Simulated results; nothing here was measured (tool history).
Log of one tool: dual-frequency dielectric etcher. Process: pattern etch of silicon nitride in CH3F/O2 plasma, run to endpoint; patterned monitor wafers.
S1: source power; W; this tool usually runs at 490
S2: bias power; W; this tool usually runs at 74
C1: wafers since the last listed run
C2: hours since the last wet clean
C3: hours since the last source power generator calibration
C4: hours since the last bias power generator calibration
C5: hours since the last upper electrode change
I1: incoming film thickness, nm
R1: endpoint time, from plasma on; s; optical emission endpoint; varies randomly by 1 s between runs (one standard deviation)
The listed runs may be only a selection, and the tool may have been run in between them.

run 1 hour=0.0 | S1=490 S2=74 | C1=0 C2=498.9 C3=1892.8 C4=3189.5 C5=3024.1 | I1=112.3 | R1=117.5
-- hour=23.3 wet clean of the chamber
run 2 hour=104.4 | S1=490 S2=74 | C1=498 C2=81.1 C3=1997.2 C4=3293.9 C5=3128.5 | I1=112.0 | R1=115.0
run 3 hour=404.3 | S1=490 S2=74 | C1=1842 C2=381.0 C3=2297.1 C4=3593.8 C5=3428.4 | I1=111.9 | R1=118.0
run 4 hour=503.7 | S1=490 S2=74 | C1=610 C2=480.4 C3=2396.5 C4=3693.2 C5=3527.8 | I1=111.1 | R1=117.1
run 5 hour=572.0 | S1=490 S2=74 | C1=419 C2=548.7 C3=2464.8 C4=3761.5 C5=3596.1 | I1=110.6 | R1=117.4
run 6 hour=611.3 | S1=490 S2=74 | C1=241 C2=588.0 C3=2504.1 C4=3800.8 C5=3635.4 | I1=111.9 | R1=119.4
-- hour=637.6 wet clean of the chamber
run 7 hour=688.5 | S1=490 S2=74 | C1=326 C2=50.9 C3=2581.3 C4=3878.0 C5=3712.6 | I1=111.3 | R1=113.8
-- hour=708.9 bias power generator calibrated
run 8 hour=800.5 | S1=490 S2=74 | C1=663 C2=162.9 C3=2693.3 C4=91.6 C5=3824.6 | I1=111.2 | R1=113.0
-- hour=865.2 upper electrode replaced
run 9 hour=865.7 | S1=490 S2=74 | C1=253 C2=228.1 C3=2758.5 C4=156.8 C5=0.5 | I1=110.4 | R1=113.9
run 10 hour=915.4 | S1=580 S2=74 | C1=305 C2=277.8 C3=2808.2 C4=206.5 C5=50.2 | I1=112.2 | R1=104.8
-- hour=1010.2 source power generator calibrated
run 11 hour=1011.3 | S1=490 S2=74 | C1=564 C2=373.7 C3=1.1 C4=302.4 C5=146.1 | I1=111.3 | R1=113.2
run 12 hour=1060.8 | S1=490 S2=74 | C1=304 C2=423.2 C3=50.6 C4=351.9 C5=195.6 | I1=111.6 | R1=117.7
run 13 hour=1113.8 | S1=490 S2=74 | C1=325 C2=476.2 C3=103.6 C4=404.9 C5=248.6 | I1=110.6 | R1=116.8
run 14 hour=1186.3 | S1=410 S2=87 | C1=445 C2=548.7 C3=176.1 C4=477.4 C5=321.1 | I1=111.3 | R1=124.0
run 15 hour=1223.7 | S1=450 S2=60 | C1=229 C2=586.1 C3=213.5 C4=514.8 C5=358.5 | I1=111.0 | R1=131.8
-- hour=1264.9 wet clean of the chamber
run 16 hour=1331.5 | S1=420 S2=91 | C1=514 C2=66.6 C3=321.3 C4=622.6 C5=466.3 | I1=111.9 | R1=116.5
run 17 hour=1431.9 | S1=600 S2=85 | C1=616 C2=167.0 C3=421.7 C4=723.0 C5=566.7 | I1=111.9 | R1=98.3
run 18 hour=1507.2 | S1=390 S2=67 | C1=462 C2=242.3 C3=497.0 C4=798.3 C5=642.0 | I1=110.1 | R1=134.3
run 19 hour=1549.1 | S1=490 S2=69 | C1=257 C2=284.2 C3=538.9 C4=840.2 C5=683.9 | I1=110.8 | R1=118.1
run 20 hour=1626.5 | S1=380 S2=64 | C1=475 C2=361.6 C3=616.3 C4=917.6 C5=761.3 | I1=110.9 | R1=141.0
run 21 hour=1728.2 | S1=580 S2=80 | C1=624 C2=463.3 C3=718.0 C4=1019.3 C5=863.0 | I1=111.3 | R1=102.2
-- hour=1813.3 wet clean of the chamber
run 22 hour=1813.8 | S1=590 S2=81 | C1=378 C2=0.5 C3=803.6 C4=1104.9 C5=948.6 | I1=111.4 | R1=96.6
run 23 hour=1868.9 | S1=490 S2=74 | C1=338 C2=55.6 C3=858.7 C4=1160.0 C5=1003.7 | I1=112.0 | R1=113.9

What differs in the tool's unlogged condition from the final listed run ahead of each entry between runs to the first listed run following it?
Logged between run 1 and run 2: wet clean of the chamber (hour 23.3)
  etch rate over this chamber's usual, %: -4 -> -0.959
  measured value less the no-hidden-state value, R1: +4.7 -> +1.1 s
Logged between run 6 and run 7: wet clean of the chamber (hour 637.6)
  etch rate over this chamber's usual, %: -5.34 -> -0.333
  measured value less the no-hidden-state value, R1: +6.4 -> +0.4 s
Logged between run 7 and run 8: bias power generator calibrated (hour 708.9)
  etch rate over this chamber's usual, %: -0.333 -> -1.3
  measured value less the no-hidden-state value, R1: +0.4 -> +1.5 s
Logged between run 8 and run 9: upper electrode replaced (hour 865.2)
  etch rate over this chamber's usual, %: -1.3 -> -1.87
  measured value less the no-hidden-state value, R1: +1.5 -> +2.2 s
Logged between run 10 and run 11: source power generator calibrated (hour 1010.2)
  etch rate over this chamber's usual, %: -2.29 -> -3.12
  measured value less the no-hidden-state value, R1: +2.4 -> +3.6 s
Logged between run 15 and run 16: wet clean of the chamber (hour 1264.9)
  etch rate over this chamber's usual, %: -4.96 -> -0.316
  measured value less the no-hidden-state value, R1: +6.5 -> +0.4 s
Logged between run 21 and run 22: wet clean of the chamber (hour 1813.3)
  etch rate over this chamber's usual, %: -3.75 -> -0.0558
  measured value less the no-hidden-state value, R1: +3.8 -> +0.0 s
